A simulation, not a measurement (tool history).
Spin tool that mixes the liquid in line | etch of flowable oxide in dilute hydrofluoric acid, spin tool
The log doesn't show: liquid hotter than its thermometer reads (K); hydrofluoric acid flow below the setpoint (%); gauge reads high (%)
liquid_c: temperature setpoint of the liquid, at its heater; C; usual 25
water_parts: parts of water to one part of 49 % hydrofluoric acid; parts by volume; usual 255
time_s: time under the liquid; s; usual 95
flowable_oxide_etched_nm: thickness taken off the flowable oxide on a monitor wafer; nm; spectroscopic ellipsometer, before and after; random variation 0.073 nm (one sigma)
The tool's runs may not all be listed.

run   hour  liquid_c  water_parts  time_s  wafers since the last listed run  hours since the thermometer was replaced  hours since the hydrofluoric acid flow meter was replaced  hours since the gauge calibration  read-back film thickness of the flowable oxide reference wafer, read on the same gauge (nm)  flowable_oxide_etched_nm
  1      0        25          355      95                                 0                                    1983.8                                                     1732.9                              118.8                                                                                        59.99                     10.17
  2   35.8        25          255      95                               242                                    2019.6                                                     1768.7                              154.6                                                                                        59.99                     15.93
  3   49.8        25          255      95                                95                                    2033.6                                                     1782.7                              168.6                                                                                           60                     15.82
  4   74.8        25          255      95                               169                                    2058.6                                                     1807.7                              193.6                                                                                        60.01                     15.79
  5  105.2        25          255      95                               206                                      2089                                                     1838.1                                224                                                                                        59.99                     15.91
  6    138      28.5          255      95                               222                                    2121.8                                                     1870.9                              256.8                                                                                        60.02                     17.68
  7  159.9        25          255      95                               148                                    2143.7                                                     1892.8                              278.7                                                                                        60.01                     15.95
  8    187        25          255      95                               183                                    2170.8                                                     1919.9                              305.8                                                                                        59.98                     15.75
  9    204        25          255      95                               115                                    2187.8                                                     1936.9                              322.8                                                                                           60                      15.7
     207.7  -- hydrofluoric acid flow meter replaced
 10    238        25          255      95                               223                                    2221.8                                                       30.3                              356.8                                                                                        59.98                     18.06
     251.1  -- thermometer replaced
     253.3  -- gauge calibrated
 11    255        25          255      95                               108                                       3.9                                                       47.3                                1.7                                                                                        59.99                     16.15
 12  270.9        25          255      95                               107                                      19.8                                                       63.2                               17.6                                                                                        60.01                     16.33
 13  288.2      28.5          255      55                               117                                      37.1                                                       80.5                               34.9                                                                                           60                     10.55
 14  305.3        25          255      95                               116                                      54.2                                                       97.6                                 52                                                                                        60.02                     16.18
 15  341.2        25          255      50                               243                                      90.1                                                      133.5                               87.9                                                                                        59.99                      8.46
 16  359.5      20.5          160      95                               124                                     108.4                                                      151.8                              106.2                                                                                        59.99                     23.91
 17  384.4        25          255      95                               168                                     133.3                                                      176.7                              131.1                                                                                        60.01                      16.2
 18  406.2        25          180     120                               147                                     155.1                                                      198.5                              152.9                                                                                        59.99                     31.13
 19  422.9        25          255     110                               113                                     171.8                                                      215.2                              169.6                                                                                        60.03                     18.64
 20  449.1        25          300      65                               177                                       198                                                      241.4                              195.8                                                                                        59.99                      8.99
 21  465.5      21.5          255      95                               111                                     214.4                                                      257.8                              212.2                                                                                        59.99                     14.26
 22  491.4        28          295     125                               175                                     240.3                                                      283.7                              238.1                                                                                        60.01                     19.36
     568.4  -- gauge calibrated
 23  570.6        25          255      95                               537                                     319.5                                                      362.9                                2.2                                                                                        60.01                     16.03

4 ways to go on from here, each from the tool as it stands after run 23. What would each give?
  A   571        25          255      95                                 2                                     319.9                                                      363.3                                2.6                                                                                            ?                         ?
  B   571        20          300     140                                 2                                     319.9                                                      363.3                                2.6                                                                                            ?                         ?
  C   571        20          375      55                                 2                                     319.9                                                      363.3                                2.6                                                                                            ?                         ?
  D   571        25          255     130                                 2                                     319.9                                                      363.3                                2.6                                                                                            ?                         ?

run  read-back film thickness of the flowable oxide reference wafer, read on the same gauge (nm)  flowable_oxide_etched_nm
  A                                                                                        59.98                        16
  B                                                                                        59.98                     16.05
  C                                                                                        59.98                      4.71
  D                                                                                        59.98                      21.9
Without the tool's hidden state the same runs would have given:
run  flowable_oxide_etched_nm
  A                     16.65
  B                      16.7
  C                      4.92
  D                     22.79

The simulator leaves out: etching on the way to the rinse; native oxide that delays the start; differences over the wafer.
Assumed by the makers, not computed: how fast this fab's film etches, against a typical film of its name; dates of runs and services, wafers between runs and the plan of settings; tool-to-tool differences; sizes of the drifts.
